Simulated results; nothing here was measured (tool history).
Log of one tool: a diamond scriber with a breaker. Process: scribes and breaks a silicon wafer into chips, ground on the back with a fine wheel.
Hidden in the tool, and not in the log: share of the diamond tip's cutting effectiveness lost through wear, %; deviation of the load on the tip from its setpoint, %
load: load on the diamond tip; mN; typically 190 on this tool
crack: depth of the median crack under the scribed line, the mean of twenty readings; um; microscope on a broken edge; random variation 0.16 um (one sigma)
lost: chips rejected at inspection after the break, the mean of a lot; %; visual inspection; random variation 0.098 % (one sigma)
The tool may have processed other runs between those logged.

run    hour  load  wafers since the last listed run  hours since the diamond tip was replaced  hours since the load on the tip was calibrated  incoming depth of the damage left on the back of the incoming wafer, um  crack   lost
  1     0.0   210                                 0                                     514.3                                           133.1                                                                     2.97  14.76   2.25
  2    12.8   210                                28                                     527.1                                           145.9                                                                     2.88  14.55   1.99
  3    31.9   210                                43                                     546.2                                           165.0                                                                     1.65  14.35   1.50
  4    47.5   147                                35                                     561.8                                           180.6                                                                     2.27  10.14  25.59
  5    76.0   147                                64                                     590.3                                           209.1                                                                     1.72   9.94  24.86
  6   106.1   147                                67                                     620.4                                           239.2                                                                     2.84   9.84  26.57
  7   133.8   163                                62                                     648.1                                           266.9                                                                     2.27  11.15  15.11
  8   158.6   163                                56                                     672.9                                           291.7                                                                     2.03  11.33  15.02
  9   189.3   190                                69                                     703.6                                           322.4                                                                     1.82  12.85   4.34
 10   208.3   190                                42                                     722.6                                           341.4                                                                     1.63  13.08   3.93
 11   241.8   190                                75                                     756.1                                           374.9                                                                     2.25  12.98   4.15
 12   277.6   213                                80                                     791.9                                           410.7                                                                     2.70  13.99   2.19
 13   303.7   213                                58                                     818.0                                           436.8                                                                     2.00  14.52   1.75
      332.3  -- load on the tip recalibrated
 14   335.7   213                                67                                     850.0                                             3.4                                                                     2.90  14.28   2.46
 15   357.6   174                                49                                     871.9                                            25.3                                                                     2.96  11.62  10.55
 16   393.9   174                                81                                     908.2                                            61.6                                                                     1.74  11.58   9.94
 17   410.4   190                                37                                     924.7                                            78.1                                                                     1.55  12.79   4.04
 18   442.9   190                                73                                     957.2                                           110.6                                                                     2.90  12.61   5.95
 19   457.5   190                                32                                     971.8                                           125.2                                                                     2.47  12.74   5.07
 20   471.4   190                                31                                     985.7                                           139.1                                                                     2.52  12.74   5.45
      504.3  -- diamond tip replaced by a new one
 21   506.5   228                                74                                       2.2                                           174.2                                                                     1.62  16.65   5.29
 22   539.9   190                                75                                      35.6                                           207.6                                                                     2.46  13.77   2.06
 23   574.8   234                                78                                      70.5                                           242.5                                                                     1.98  16.79   5.41
 24   609.5   138                                78                                     105.2                                           277.2                                                                     2.45   9.54  30.20
 25   629.6   160                                45                                     125.3                                           297.3                                                                     2.35  11.35  12.35
 26   660.1   209                                68                                     155.8                                           327.8                                                                     1.52  15.15   1.73
 27   684.0   241                                53                                     179.7                                           351.7                                                                     2.93  16.59   6.07
 28   706.2   190                                50                                     201.9                                           373.9                                                                     2.43  13.27   3.15
 29   737.9   244                                71                                     233.6                                           405.6                                                                     1.65  16.81   5.64
 30   767.6   212                                67                                     263.3                                           435.3                                                                     2.04  14.63   1.67
 31   787.5   190                                44                                     283.2                                           455.2                                                                     2.09  13.10   3.17
 32   802.6   229                                34                                     298.3                                           470.3                                                                     1.98  15.68   3.03
 33   828.3   220                                58                                     324.0                                           496.0                                                                     1.88  14.98   1.89
      848.9  -- load on the tip recalibrated
 34   859.0   190                                64                                     354.7                                            10.1                                                                     2.51  12.93   4.59
 35   881.7   146                                51                                     377.4                                            32.8                                                                     2.54   9.66  26.28
 36   961.0   190                               179                                     456.7                                           112.1                                                                     2.96  12.73   5.04
 37   993.8   235                                74                                     489.5                                           144.9                                                                     1.90  15.49   2.92
 38  1028.0   190                                77                                     523.7                                           179.1                                                                     2.46  12.69   4.64
 39  1040.9   174                                29                                     536.6                                           192.0                                                                     2.52  11.81  11.14
 40  1061.4   245                                46                                     557.1                                           212.5                                                                     1.92  16.18   3.67
 41  1092.4   155                                70                                     588.1                                           243.5                                                                     2.13  10.26  23.33
 42  1108.7   237                                36                                     604.4                                           259.8                                                                     1.79  15.41   2.75
 43  1128.0   143                                43                                     623.7                                           279.1                                                                     1.89   9.25  31.66

Consider 3 possible next runs. They are alternatives, not a sequence: every one starts from the tool as it was left by run 43. What does each give?
  A  1128.6   190                                 1                                     624.3                                           279.7                                                                     2.95      ?     ?
  B  1128.6   207                                 1                                     624.3                                           279.7                                                                     2.95      ?     ?
  C  1128.6   230                                 1                                     624.3                                           279.7                                                                     2.95      ?     ?

run  crack  lost
  A  12.66  6.34
  B  13.74  3.10
  C  15.13  2.78
With no hidden state in the tool, these same runs would have given:
run  crack  lost
  A  14.44  2.45
  B  15.67  3.61
  C  17.26  8.41
